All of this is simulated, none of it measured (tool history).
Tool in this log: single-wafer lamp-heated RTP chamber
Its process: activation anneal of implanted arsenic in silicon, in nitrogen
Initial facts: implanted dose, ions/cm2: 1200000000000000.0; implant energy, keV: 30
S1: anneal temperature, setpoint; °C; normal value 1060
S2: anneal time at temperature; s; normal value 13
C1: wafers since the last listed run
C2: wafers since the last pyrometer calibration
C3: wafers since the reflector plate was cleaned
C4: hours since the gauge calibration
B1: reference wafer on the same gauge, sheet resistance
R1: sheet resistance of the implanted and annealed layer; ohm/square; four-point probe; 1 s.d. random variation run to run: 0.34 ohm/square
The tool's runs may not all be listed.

run,day,S1,S2,C1,C2,C3,C4,B1,R1
1,0.000,1051,13,0,2256,465,478.0,81.45,99.51
2,2.367,1051,13,869,3126,1335,534.8,81.60,98.77
3,4.638,1060,13,834,3960,2169,589.3,81.54,97.75
# day 6.112: pyrometer window cleaned and pyrometer calibrated
4,6.262,1060,13,474,54,2644,628.3,81.52,98.90
5,7.808,1060,13,568,622,3212,665.4,81.35,99.18
# day 10.292: reflector plate cleaned
6,10.312,1042,7,797,1420,7,725.5,81.46,104.19
7,11.217,1060,13,332,1752,340,747.2,81.64,98.16
8,12.992,1060,13,652,2404,992,789.8,81.42,98.23
9,14.088,1060,13,402,2807,1394,816.1,81.53,97.74
# day 14.117: gauge calibrated
10,16.212,1060,13,780,3588,2175,50.3,81.37,97.69
11,18.842,1033,10,966,4554,3141,113.4,81.45,102.76
# day 20.383: pyrometer window cleaned and pyrometer calibrated
12,20.404,1032,9,451,7,3593,150.9,81.46,104.61
13,21.650,1043,11,457,465,4051,180.8,81.54,102.60
14,23.129,1060,8,543,1008,4594,216.3,81.49,100.97
15,25.271,1033,15,786,1795,5381,267.7,81.34,101.24
# day 25.612: reflector plate cleaned
16,27.321,1060,13,630,2426,627,316.9,81.48,97.82
17,29.092,1060,20,650,3077,1278,359.4,81.42,94.99
18,30.454,1038,18,500,3577,1778,392.1,81.46,99.01
19,32.479,1060,13,744,4321,2522,440.7,81.42,97.97
# day 34.538: pyrometer window cleaned and pyrometer calibrated
20,34.558,1060,8,641,8,3164,490.6,81.51,101.47

Subtracting, for every run, the result it would have given without the tool's unlogged condition from the measured result gives the following. The same run-to-run variation enters both numbers; the gauge's scatter may not:
Unlogged tool condition in this case: true wafer temperature minus pyrometer reading, K; wafer temperature error from the tarnished reflector plate, K; gauge reads high (%).
run,R1
1,-1.42
2,-1.59
3,-1.73
4,-0.15
5,-0.62
6,-0.99
7,-1.25
8,-1.44
9,-1.52
10,-1.65
11,-1.60
12,-0.09
13,-0.47
14,-0.77
15,-1.17
16,-1.43
17,-1.70
18,-1.66
19,-1.71
20,-0.02
